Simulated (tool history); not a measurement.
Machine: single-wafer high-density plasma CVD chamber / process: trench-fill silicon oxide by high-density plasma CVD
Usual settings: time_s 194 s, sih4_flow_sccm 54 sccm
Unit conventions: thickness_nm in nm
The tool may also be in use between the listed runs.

run     day  time_s  sih4_flow_sccm  wafers since the last listed run  hours since the silane flow controller was replaced  hours since the gauge calibration  read-back reference wafer on the same gauge, thickness_nm  thickness_nm
  1   0.000     194              54                                 0                                               2554.4                               29.5                                                    949.133      1020.846
  2   2.667     194              54                               537                                               2618.4                               93.5                                                    949.881      1018.213
  3   5.454     194              54                               562                                               2685.3                              160.4                                                    949.545      1022.047
  4   7.575     194              54                               427                                               2736.2                              211.3                                                    950.052      1016.192
  5   9.842     194              49                               457                                               2790.6                              265.7                                                    949.666       962.393
  6  11.821     194              49                               399                                               2838.1                              313.2                                                    949.650       964.468
  7  13.275     194              54                               293                                               2873.0                              348.1                                                    950.961      1019.026
  8  15.642     194              54                               477                                               2929.8                              404.9                                                    950.213      1018.156
  9  18.538     194              54                               583                                               2999.3                              474.4                                                    949.749      1020.288
 10  21.217     208              59                               540                                               3063.6                              538.7                                                    949.362      1160.626
 11  23.183     182              54                               396                                               3110.8                              585.9                                                    949.603       956.317
 12  24.371     224              49                               239                                               3139.3                              614.4                                                    949.982      1116.533
 13  27.188     224              49                               567                                               3206.9                              682.0                                                    949.901      1105.809
     32.567  -- silane flow controller replaced
 14  33.104     214              43                              1125                                                 12.9                              824.0                                                    949.606      1012.207
 15  34.750     177              49                               331                                                 52.4                              863.5                                                    949.513       900.843
 16  36.946     194              54                               442                                                105.1                              916.2                                                    949.170      1039.907
 17  38.775     169              47                               368                                                149.0                              960.1                                                    950.868       834.617
 18  41.579     214              44                               565                                                216.3                             1027.4                                                    950.222      1020.776
 19  42.600     207              54                               205                                                240.8                             1051.9                                                    950.176      1108.951
     43.312  -- gauge calibrated
 20  45.333     164              65                               551                                                306.4                               48.5                                                    949.677       983.446
 21  47.342     194              54                               404                                                354.6                               96.7                                                    949.897      1041.985
 22  48.496     176              49                               232                                                382.3                              124.4                                                    949.958       891.832
 23  50.550     218              47                               414                                                431.6                              173.7                                                    949.437      1075.665
 24  53.467     160              64                               588                                                501.6                              243.7                                                    949.657       948.070
 25  54.733     214              44                               255                                                532.0                              274.1                                                    950.175      1010.971
 26  56.912     194              54                               439                                                584.3                              326.4                                                    950.760      1033.327

Here are 4 independent what-if runs from the current tool condition. What would each one return?
  A  56.933     173              54                                 4                                                584.8                              326.9                                                          ?             ?
  B  56.933     194              58                                 4                                                584.8                              326.9                                                          ?             ?
  C  56.933     218              58                                 4                                                584.8                              326.9                                                          ?             ?
  D  56.933     210              48                                 4                                                584.8                              326.9                                                          ?             ?

run  read-back reference wafer on the same gauge, thickness_nm  thickness_nm
  A                                                    950.319       923.988
  B                                                    950.319      1082.797
  C                                                    950.319      1216.751
  D                                                    950.319      1045.860
Take away the tool's hidden state, keep each run's random variation, and the runs would have read:
run  thickness_nm
  A       943.740
  B      1105.943
  C      1242.761
  D      1068.217
